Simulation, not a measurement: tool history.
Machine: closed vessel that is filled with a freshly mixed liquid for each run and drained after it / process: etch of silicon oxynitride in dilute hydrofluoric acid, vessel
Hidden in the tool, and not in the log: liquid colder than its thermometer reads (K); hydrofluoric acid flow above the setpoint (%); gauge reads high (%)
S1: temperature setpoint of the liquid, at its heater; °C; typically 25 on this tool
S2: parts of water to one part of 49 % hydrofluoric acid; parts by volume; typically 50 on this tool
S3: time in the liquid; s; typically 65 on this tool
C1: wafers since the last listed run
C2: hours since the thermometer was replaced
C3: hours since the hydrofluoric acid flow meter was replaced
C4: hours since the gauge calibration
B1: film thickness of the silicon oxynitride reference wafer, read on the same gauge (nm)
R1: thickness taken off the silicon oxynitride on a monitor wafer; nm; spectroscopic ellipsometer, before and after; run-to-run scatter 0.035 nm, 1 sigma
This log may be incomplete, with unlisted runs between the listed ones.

run    hour    S1  S2   S3     C1      C2     C3      C4       B1      R1
  1       0    25  50   95      0  1884.5  847.2   868.8  124.417   7.121
  2    31.6    25  50   65   4730  1916.1  878.8   900.4  124.554   4.877
       33.1  -- hydrofluoric acid flow meter replaced
  3    99.4    25  50   65  10000  1983.9   66.3   968.2  124.799   4.847
  4   126.6    25  50   65   4071  2011.1   93.5   995.4   124.92   4.866
  5   164.6    25  50   65   5688  2049.1  131.5  1033.4  125.028   4.898
  6   250.5    25  50   65  12859    2135  217.4  1119.3  125.322   4.952
  7   363.1    25  50   65  16856  2247.6    330  1231.9  125.615   4.886
  8   405.9    25  50   65   6407  2290.4  372.8  1274.7  125.738   4.921
  9   442.9    25  50   65   5539  2327.4  409.8  1311.7  125.801   4.947
 10     637    25  50   65  29057  2521.5  603.9  1505.8  126.171   4.969
      686.1  -- thermometer replaced
 11   693.3    25  50   65   8278     7.2  660.2  1562.1  126.254   5.022
 12   728.5    25  50   80   5269    42.4  695.4  1597.3  126.337   6.035
 13   774.8    25  50   80   6931    88.7  741.7  1643.6  126.388   6.093
 14   820.7  27.5  40  105   6871   134.6  787.6  1689.5  126.466  11.212
 15     846  21.5  60   90   3787   159.9  812.9  1714.8  126.473   4.789
      863.5  -- hydrofluoric acid flow meter replaced
 16   916.1    22  70   85  10344     230   52.6  1784.9  126.532   3.905
      938.8  -- gauge calibrated
 17   980.7    25  30   65   9670   294.6  117.2    41.9  121.487   8.098
 18  1024.7    25  50   65   6586   338.6  161.2    85.9  122.094   4.848
 19  1063.7    25  50   40   5838   377.6  200.2   124.9  122.608   3.009
 20  1114.5  23.5  50   30   7604   428.4    251   175.7  123.208   2.098
 21  1163.8    25  50   65   7380   477.7  300.3     225  123.792   4.836
 22  1210.3    25  50   75   6961   524.2  346.8   271.5  124.273   5.647
 23  1251.3    25  55   65   6137   565.2  387.8   312.5  124.679   4.456
 24  1284.2  20.5  50   65   4925   598.1  420.7   345.4  125.002   3.939
 25  1352.3    25  60   65  10194   666.2  488.8   413.5  125.589   4.082
 26  1400.7    25  50   65   7245   714.6  537.2   461.9  125.963   4.946
 27  1466.3    25  50   65   9820   780.2  602.8   527.5  126.435   4.957
 28    1496    28  35   65   4446   809.9  632.5   557.2   126.64   8.284
 29  1562.5  21.5  50   50   9955   876.4    699   623.7  127.058   3.241
 30    1602  22.5  70   95   5913   915.9  738.5   663.2  127.311   4.569
     1613.9  -- hydrofluoric acid flow meter replaced
 31  1642.1  22.5  60   95   5853     956   28.2   703.3  127.547    5.42
 32  1669.7    25  50   65   4131   983.6   55.8   730.9  127.679   5.013
 33  1723.5  29.5  50   65   8054  1037.4  109.6   784.7  127.946   6.267
 34  1794.5  23.5  25   75  10628  1108.4  180.6   855.7   128.31  10.936

Predict each of these 3 candidate next runs independently; none follows another, all start after run 34:
  A  1795.2    25  50   65  104  1109.1  181.3  856.4   ?   ?
  B  1795.2  23.5  40  100  104  1109.1  181.3  856.4   ?   ?
  C  1795.2  27.5  35  100  104  1109.1  181.3  856.4   ?   ?

run       B1      R1
  A  128.263   5.047
  B  128.263   9.093
  C  128.263  12.676
Without the tool's hidden state the same runs would have given:
run      R1
  A   4.722
  B   8.507
  C  11.858
